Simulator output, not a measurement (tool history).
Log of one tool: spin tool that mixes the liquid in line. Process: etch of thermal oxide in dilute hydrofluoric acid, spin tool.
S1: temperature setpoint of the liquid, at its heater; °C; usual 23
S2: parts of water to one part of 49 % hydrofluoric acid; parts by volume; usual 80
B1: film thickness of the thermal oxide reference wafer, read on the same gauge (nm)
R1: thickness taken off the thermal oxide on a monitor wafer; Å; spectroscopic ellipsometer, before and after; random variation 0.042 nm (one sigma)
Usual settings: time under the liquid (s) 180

{"run": 1, "hour": 0.0, "S1": 23, "S2": 80, "time under the liquid (s)": 180, "B1": 150.83, "R1": 107.8}
{"run": 2, "hour": 50.7, "S1": 23, "S2": 80, "time under the liquid (s)": 180, "B1": 151.61, "R1": 109}
{"run": 3, "hour": 82.7, "S1": 23, "S2": 80, "time under the liquid (s)": 180, "B1": 152.06, "R1": 108.8}
{"run": 4, "hour": 129.7, "S1": 19.5, "S2": 80, "time under the liquid (s)": 255, "B1": 152.61, "R1": 135.4}
{"run": 5, "hour": 162.8, "S1": 22, "S2": 70, "time under the liquid (s)": 180, "B1": 152.92, "R1": 122.3}
{"run": 6, "hour": 207.0, "S1": 24, "S2": 80, "time under the liquid (s)": 180, "B1": 153.28, "R1": 114.2}
{"run": 7, "hour": 263.4, "S1": 23, "S2": 80, "time under the liquid (s)": 180, "B1": 153.65, "R1": 109.3}
{"run": 8, "hour": 293.7, "S1": 23, "S2": 80, "time under the liquid (s)": 180, "B1": 153.88, "R1": 110.6}
{"hour": 311.6, "done": "hydrofluoric acid flow meter replaced"}
{"run": 9, "hour": 453.7, "S1": 23, "S2": 100, "time under the liquid (s)": 180, "B1": 154.57, "R1": 86.6}
{"hour": 477.3, "done": "thermometer replaced"}
{"run": 10, "hour": 481.2, "S1": 23, "S2": 80, "time under the liquid (s)": 180, "B1": 154.61, "R1": 111.2}
{"run": 11, "hour": 506.8, "S1": 23, "S2": 80, "time under the liquid (s)": 80, "B1": 154.7, "R1": 49.4}
{"run": 12, "hour": 577.0, "S1": 19, "S2": 50, "time under the liquid (s)": 180, "B1": 154.86, "R1": 156.8}
{"run": 13, "hour": 618.5, "S1": 26, "S2": 80, "time under the liquid (s)": 180, "B1": 154.95, "R1": 125.8}
{"hour": 652.3, "done": "hydrofluoric acid flow meter replaced"}
{"hour": 654.5, "done": "gauge calibrated"}
{"run": 14, "hour": 670.8, "S1": 19.5, "S2": 100, "time under the liquid (s)": 180, "B1": 150.76, "R1": 73.5}
{"run": 15, "hour": 719.1, "S1": 24.5, "S2": 90, "time under the liquid (s)": 125, "B1": 151.5, "R1": 70.1}
{"run": 16, "hour": 764.7, "S1": 19.5, "S2": 65, "time under the liquid (s)": 135, "B1": 152.14, "R1": 88.8}
{"run": 17, "hour": 802.7, "S1": 23, "S2": 80, "time under the liquid (s)": 210, "B1": 152.57, "R1": 127}
{"run": 18, "hour": 830.0, "S1": 19, "S2": 80, "time under the liquid (s)": 180, "B1": 152.85, "R1": 93.4}

Forecast each of these 3 alternatives for the next run:
{"run": "A", "hour": 830.5, "S1": 23, "S2": 80, "time under the liquid (s)": 180, "B1": "?", "R1": "?"}
{"run": "B", "hour": 830.5, "S1": 23, "S2": 80, "time under the liquid (s)": 130, "B1": "?", "R1": "?"}
{"run": "C", "hour": 830.5, "S1": 23, "S2": 105, "time under the liquid (s)": 265, "B1": "?", "R1": "?"}

run=A B1=152.86 R1=110.2
run=B B1=152.86 R1=79.6
run=C B1=152.86 R1=120
Without the tool's hidden state the same runs would have given:
run=A R1=108.2
run=B R1=78.1
run=C R1=117.7
